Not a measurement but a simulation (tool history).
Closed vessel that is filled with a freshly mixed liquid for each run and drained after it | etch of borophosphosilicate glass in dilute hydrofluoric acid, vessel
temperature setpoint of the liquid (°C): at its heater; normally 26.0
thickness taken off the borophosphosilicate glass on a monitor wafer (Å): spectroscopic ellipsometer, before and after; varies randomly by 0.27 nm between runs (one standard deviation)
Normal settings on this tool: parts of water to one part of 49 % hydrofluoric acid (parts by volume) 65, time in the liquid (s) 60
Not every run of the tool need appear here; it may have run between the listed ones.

run,hour,temperature setpoint of the liquid (°C),parts of water to one part of 49 % hydrofluoric acid (parts by volume),time in the liquid (s),"read-back film thickness of the borophosphosilicate glass reference wafer, read on the same gauge (nm)",thickness taken off the borophosphosilicate glass on a monitor wafer (Å)
1,0.0,26.0,65,60,130.00,493.5
2,107.0,26.0,65,60,130.04,499.5
3,160.4,30.0,65,60,130.00,581.1
4,231.4,30.0,65,60,130.00,588.3
5,290.2,30.0,65,60,129.96,586.6
6,351.7,22.5,65,40,129.98,293.7
7,401.8,22.5,65,40,129.99,293.6
# hour 439.0: thermometer replaced
8,485.1,26.0,65,60,130.00,465.6
# hour 491.9: hydrofluoric acid flow meter replaced
9,588.4,26.0,90,60,130.00,332.4
# hour 606.7: gauge calibrated
10,727.2,23.0,55,40,129.98,334.1
11,791.2,28.5,35,35,129.94,594.9
12,836.1,26.0,65,60,129.97,474.6
13,898.3,31.0,45,35,129.99,506.4

Expected results for the next run?
14,987.6,24.0,65,80,?,?

{"run 14": {"read-back film thickness of the borophosphosilicate glass reference wafer, read on the same gauge (nm)": 130.06, "thickness taken off the borophosphosilicate glass on a monitor wafer (Å)": 590.8}}
With the hidden condition absent and the run-to-run variation left alone, this run would have shown thickness taken off the borophosphosilicate glass on a monitor wafer (Å) 561.2.
